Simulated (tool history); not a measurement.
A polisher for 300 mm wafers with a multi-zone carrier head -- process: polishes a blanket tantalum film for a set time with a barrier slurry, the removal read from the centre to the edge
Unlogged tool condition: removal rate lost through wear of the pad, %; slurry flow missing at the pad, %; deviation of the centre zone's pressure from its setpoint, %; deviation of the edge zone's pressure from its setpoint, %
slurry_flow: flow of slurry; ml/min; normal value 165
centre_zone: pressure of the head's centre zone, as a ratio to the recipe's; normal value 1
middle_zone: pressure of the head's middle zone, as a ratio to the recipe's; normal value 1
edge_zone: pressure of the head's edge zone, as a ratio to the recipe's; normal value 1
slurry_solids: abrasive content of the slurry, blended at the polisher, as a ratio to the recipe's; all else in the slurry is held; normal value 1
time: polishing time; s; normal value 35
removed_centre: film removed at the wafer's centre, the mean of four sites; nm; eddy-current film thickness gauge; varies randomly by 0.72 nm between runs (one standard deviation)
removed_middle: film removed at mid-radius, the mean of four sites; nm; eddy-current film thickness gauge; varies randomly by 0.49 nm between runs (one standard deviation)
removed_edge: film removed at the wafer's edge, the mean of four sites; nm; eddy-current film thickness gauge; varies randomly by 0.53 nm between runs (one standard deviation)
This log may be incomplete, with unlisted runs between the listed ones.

run	hour	slurry_flow	centre_zone	middle_zone	edge_zone	slurry_solids	time	wafers since the last listed run	wafers polished on this pad	hours since the slurry nozzle was cleaned	hours since the centre zone pressure was calibrated	hours since the edge zone pressure was calibrated	hours since the carrier head's membrane was replaced	incoming thickness of the incoming film, nm	removed_centre	removed_middle	removed_edge
1	0	165	1	1	1	1	35	0	2613	8.7	637.9	266.4	17.7	472.8	58.5	57.8	56.7
2	24	165	1	1	1	1.05	35	249	2862	32.7	661.9	290.4	41.7	467.1	59.5	57	57.4
3	55.5	165	1	1	1	1	35	327	3190	64.2	693.4	321.9	73.2	475.6	59.9	57.6	56.8
# hour 105.8: centre zone pressure recalibrated
# hour 118.5: worn pad replaced by a new one
4	133.8	140	1	1	1	1	40	751	159	142.5	28	400.2	151.5	478	60.9	63.7	63
5	164.4	165	1	1	0.89	1	45	318	477	173.1	58.6	430.8	182.1	473	71.1	74.6	69.7
6	219.5	115	1	1	1	1	35	572	1050	228.2	113.7	485.9	237.2	467.5	54.1	54.1	54.4
7	267.1	165	1	0.88	1	1	35	494	1545	275.8	161.3	533.5	284.8	474.5	56	53.9	56.1
8	299.4	165	1	0.94	0.88	0.8	35	335	1881	308.1	193.6	565.8	317.1	468.1	55	53	51.3
9	370.4	165	1	1	1	1.25	35	738	2619	379.1	264.6	636.8	388.1	468.4	59.5	59.4	60.4
# hour 430.9: edge zone pressure recalibrated
10	436.1	165	1	1	1	1	35	662	3281	444.8	330.3	5.2	453.8	471.3	58.7	57	57
# hour 470.2: worn pad replaced by a new one
# hour 485.8: slurry nozzle cleaned
11	501.7	215	1	1	1	1	35	630	317	15.9	395.9	70.8	519.4	474.3	59	58.6	58.7
12	553	135	0.91	0.94	0.88	1	35	533	850	67.2	447.2	122.1	570.7	476.9	52.3	54.8	52.9
13	585	165	1.09	1	1	0.85	35	332	1183	99.2	479.2	154.1	602.7	469.8	60.7	55.5	54.1
14	708	165	1	1	1	1	35	1278	2462	222.2	602.2	277.1	725.7	463.1	58	56.9	57.3
15	734.9	195	1.08	0.92	1	1	35	279	2742	249.1	629.1	304	752.6	465.1	67	56.1	58
16	802.6	165	1.04	1	1	1	35	703	3445	316.8	696.8	371.7	820.3	465.8	62.6	57	56.3
# hour 826.9: worn pad replaced by a new one
17	851.9	165	1.06	0.89	1.1	1	35	471	260	366.1	746.1	421	869.6	470.9	63.9	54.1	59
18	922.3	180	0.94	0.9	1	1	29	731	992	436.5	816.5	491.4	940	470.8	47.1	45.3	47.8
19	946.5	195	1	1	1	0.85	39	251	1244	460.7	840.7	515.6	964.2	475.7	68.4	62.6	61.4
# hour 951.1: centre zone pressure recalibrated
20	999.5	165	0.96	1	1	1	35	530	1774	513.7	48.4	568.6	1017.2	465.5	55.3	57.4	56.3

Branching from run 20: 5 alternative next runs. What would each branch give?
A	999.9	165	1.1	1	1	1	35	4	1778	514.1	48.8	569	1017.6	476.8	?	?	?
B	999.9	200	1	1.08	0.92	1	35	4	1778	514.1	48.8	569	1017.6	476.8	?	?	?
C	999.9	165	1	1	1	0.8	35	4	1778	514.1	48.8	569	1017.6	476.8	?	?	?
D	999.9	110	1	1	1.12	1	35	4	1778	514.1	48.8	569	1017.6	476.8	?	?	?
E	999.9	180	1	1.06	0.92	1	35	4	1778	514.1	48.8	569	1017.6	476.8	?	?	?

run	removed_centre	removed_middle	removed_edge
A	61.4	57.8	56.9
B	57.3	61.4	55.9
C	53.2	55.1	54.3
D	52.4	54.6	57.5
E	56.5	60.1	55.3
Had the tool no hidden state, the same runs would have come out as:
run	removed_centre	removed_middle	removed_edge
A	60.3	57.8	56.9
B	56.3	61.4	55.9
C	52.3	55.1	54.3
D	51.4	54.6	57.5
E	55.5	60.1	55.3
